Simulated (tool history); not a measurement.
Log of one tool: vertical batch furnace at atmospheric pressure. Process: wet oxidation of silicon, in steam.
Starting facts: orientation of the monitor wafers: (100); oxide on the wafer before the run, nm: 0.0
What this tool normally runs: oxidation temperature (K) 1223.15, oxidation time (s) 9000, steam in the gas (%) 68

run	day	oxidation temperature (K)	oxidation time (s)	steam in the gas (%)	read-back reference wafer on the same gauge, thickness	oxide thickness on the monitor wafer (angstrom)
1	0	1223.15	9000	68	439.82	4402.2
2	3.479	1223.15	9000	68	439.67	4419.7
3	6.821	1203.15	9000	68	440.24	3728.7
4	10.429	1203.15	9000	68	440.41	3711.3
5	12.142	1223.15	9000	68	439.89	4425.6
6	16.229	1238.15	9000	68	440.11	4998
7	19.904	1213.15	9000	68	439.82	4056.4
8	23.271	1223.15	9000	68	440.36	4439.5
9	26.688	1223.15	9000	68	440.15	4417.1
10	29.154	1223.15	9000	68	440.28	4406.3
11	32.862	1230.15	9000	68	440.32	4704.2
12	43.129	1230.15	9000	68	440.26	4699.9
13	45.554	1230.15	9000	68	439.97	4678.6
14	48.7	1223.15	9000	73	439.98	4660.5
15	50.446	1223.15	9000	73	439.78	4661.4
16	52.138	1223.15	10590	68	440.55	4971.3
17	55.225	1223.15	9000	68	440.65	4437
18	58.75	1231.15	6900	63	439.8	3686.9
19	63.058	1223.15	9000	78	440.22	4891.5
20	66.508	1238.15	9000	78	439.78	5501.8
21	68.288	1223.15	9000	68	440.3	4418
22	71.892	1223.15	12330	73	440.52	5836.8
23	76.079	1245.15	10800	57	439.87	5310
24	80.133	1199.15	9000	72	439.5	3813.5
25	82.742	1238.15	9000	78	439.91	5585.4
26	85.529	1245.15	9000	64	440.12	5122.7
27	88.6	1235.15	10890	58	440.58	5092.4
28	92.346	1234.15	12720	68	439.67	6260.7
29	96.029	1209.15	5640	76	440.19	3042
30	98.092	1239.15	7380	72	439.94	4675
31	102.1	1223.15	9000	68	439.85	4550.8
32	104.7	1223.15	11220	68	439.7	5072.3
33	106.65	1223.15	9000	68	440.26	4324.1
34	109.833	1223.15	9000	68	440.04	4306.1
35	114.204	1199.15	11250	80	440.13	4703

Missing from the log above: 4 entries noted between runs. For each, name the pair of listed runs it sits between and say how the tool's hidden condition differs from the listed run just before to the listed run just after:
Runs 15 to 16: gauge calibrated (day 51.888)
  true tube temperature minus thermocouple reading, K: 3.55 -> 3.56
  measured result minus the result with no hidden state, oxide thickness on the monitor wafer (angstrom): +136.9 -> +143
Runs 23 to 24: thermocouples replaced and temperature profile calibrated (day 79.579)
  true tube temperature minus thermocouple reading, K: 3.67 -> 5.36
  measured result minus the result with no hidden state, oxide thickness on the monitor wafer (angstrom): +142.1 -> +182.4
Runs 24 to 25: steam generator serviced (day 82.088)
  true tube temperature minus thermocouple reading, K: 5.36 -> 5.51
  measured result minus the result with no hidden state, oxide thickness on the monitor wafer (angstrom): +182.4 -> +224.4
Runs 31 to 32: thermocouples replaced and temperature profile calibrated, repeated, since the last time left the tool worse (day 104.679)
  true tube temperature minus thermocouple reading, K: 6.42 -> 0.0306
  measured result minus the result with no hidden state, oxide thickness on the monitor wafer (angstrom): +240.9 -> +1.3
